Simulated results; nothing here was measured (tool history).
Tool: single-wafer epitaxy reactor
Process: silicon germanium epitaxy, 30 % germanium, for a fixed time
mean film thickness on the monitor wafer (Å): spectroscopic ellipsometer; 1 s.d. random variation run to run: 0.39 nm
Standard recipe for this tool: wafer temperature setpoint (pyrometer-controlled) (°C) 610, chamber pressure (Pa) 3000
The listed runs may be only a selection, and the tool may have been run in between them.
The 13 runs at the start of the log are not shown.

| run | day | wafer temperature setpoint (pyrometer-controlled) (°C) | chamber pressure (Pa) | read-back reference wafer on the same gauge, thickness_nm | mean film thickness on the monitor wafer (Å) |
|---|---|---|---|---|---|
| 14 | 33.15 | 610 | 3000 | 75.576 | 739.37 |
| 15 | 34.267 | 610 | 3000 | 75.68 | 736.19 |
| 16 | 36.962 | 616 | 3253 | 75.516 | 832.24 |
|  | 38.496 | pyrometer calibrated |
| 17 | 38.788 | 623 | 3640 | 75.641 | 985.9 |
| 18 | 40.2 | 610 | 3333 | 75.57 | 769.17 |
| 19 | 41.429 | 624 | 3506 | 75.638 | 965.68 |
|  | 42.992 | gauge calibrated |
| 20 | 44.217 | 620 | 2573 | 75.607 | 801.66 |
|  | 45.85 | capacitance manometer re-zeroed and calibrated, repeated, since the last time left the tool worse |
| 21 | 46.171 | 621 | 3733 | 75.679 | 993.89 |
| 22 | 48.604 | 610 | 3360 | 75.532 | 804.27 |
| 23 | 50.646 | 610 | 2733 | 75.667 | 736.6 |
|  | 52.033 | showerhead replaced |
| 24 | 53.329 | 621 | 2373 | 75.678 | 823.23 |
| 25 | 61.275 | 596 | 2800 | 75.57 | 592.63 |
| 26 | 62.725 | 616 | 2266 | 75.591 | 746.16 |
| 27 | 65.642 | 610 | 3000 | 75.578 | 756.8 |
| 28 | 68.242 | 610 | 3000 | 75.563 | 758.96 |
| 29 | 70.317 | 616 | 2413 | 75.649 | 760.88 |
| 30 | 73.021 | 604 | 3533 | 75.604 | 742.23 |
| 31 | 74.362 | 610 | 3000 | 75.633 | 760.08 |
| 32 | 76.254 | 610 | 2693 | 75.53 | 721.81 |
| 33 | 77.846 | 610 | 3746 | 75.525 | 835.13 |
|  | 80.9 | pyrometer calibrated |
| 34 | 86.588 | 610 | 3000 | 75.619 | 756.02 |
| 35 | 88.129 | 610 | 3000 | 75.638 | 748.97 |
| 36 | 96.2 | 604 | 2600 | 75.518 | 645.42 |

3 ways to go on from here, each from the tool as it stands after run 36. What would each give?
| A | 96.217 | 610 | 3000 | ? | ? |
| B | 96.217 | 618 | 3293 | ? | ? |
| C | 96.217 | 610 | 2546 | ? | ? |

| run | read-back reference wafer on the same gauge, thickness_nm | mean film thickness on the monitor wafer (Å) |
|---|---|---|
| A | 75.68 | 758.51 |
| B | 75.68 | 893.36 |
| C | 75.68 | 708.1 |
With no hidden state in the tool, these same runs would have given:
| run | mean film thickness on the monitor wafer (Å) |
|---|---|
| A | 773.08 |
| B | 910.52 |
| C | 721.7 |
